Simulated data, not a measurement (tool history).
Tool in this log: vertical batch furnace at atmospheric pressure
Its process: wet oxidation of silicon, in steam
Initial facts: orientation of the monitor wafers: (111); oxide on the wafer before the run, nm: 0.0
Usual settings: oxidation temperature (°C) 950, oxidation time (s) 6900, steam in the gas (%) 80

run,hour,oxidation temperature (°C),oxidation time (s),steam in the gas (%),"read-back reference wafer on the same gauge, thickness",oxide thickness on the monitor wafer (Å)
1,0,950,6900,80,366.18,4315
2,52.4,950,6900,80,366,4332.2
3,112.8,950,7770,80,365.8,4680.8
4,169.8,950,7770,80,365.94,4682.4
5,227.4,966,6900,80,366.36,4756.4
6,260.7,966,6900,80,365.87,4773.7
7,302.6,950,6900,80,366.08,4287.7
8,335.9,950,6900,80,366.11,4276.3
9,364.4,950,6900,80,365.94,4298.5
10,409.1,950,6900,80,365.89,4255.3
# hour 432.2: gauge calibrated
11,445.9,941,6900,80,366.26,4036.6
12,498.1,941,6900,80,366.07,3978.6
13,546.3,950,6900,80,366.29,4255
14,608,950,6900,80,365.98,4232.1
15,658,932,6900,80,366.11,3752.7
16,711.5,942,9150,80,365.98,4872.6
17,763.3,950,6900,80,365.85,4222.4
18,809.3,950,6900,80,366.09,4222.1
# hour 865.3: thermocouples replaced and temperature profile calibrated
19,865.8,950,6900,80,366.1,4228.3
# hour 900.2: steam generator serviced
20,900.7,967,8760,70,366.24,5216.4
21,930.3,926,6900,70,366.02,3348.1
22,993.9,970,8130,88,366,5818.8
23,1024.2,937,9750,84,365.93,5214.4
24,1091.9,950,6900,84,366.07,4482.7
25,1118.9,950,5130,88,365.96,3786.1
26,1257.8,950,6900,80,366.12,4337.3
27,1296,950,6900,80,366.15,4333.7
28,1330.6,950,6900,80,365.83,4332.2
29,1357.3,931,6900,80,366.02,3776.6

5 options for the next run, each taken on its own from the tool as it stands now. Forecast them:
A,1363.5,950,6900,80,?,?
B,1363.5,950,6900,75,?,?
C,1363.5,972,4080,80,?,?
D,1363.5,950,6900,87,?,?
E,1363.5,937,6900,69,?,?

run,"read-back reference wafer on the same gauge, thickness",oxide thickness on the monitor wafer (Å)
A,365.84,4299.5
B,365.84,4119
C,365.84,3528
D,365.84,4543.9
E,365.84,3545.4
With no hidden state in the tool, these same runs would have given:
run,oxide thickness on the monitor wafer (Å)
A,4381.1
B,4197.7
C,3595
D,4629.4
E,3616.2

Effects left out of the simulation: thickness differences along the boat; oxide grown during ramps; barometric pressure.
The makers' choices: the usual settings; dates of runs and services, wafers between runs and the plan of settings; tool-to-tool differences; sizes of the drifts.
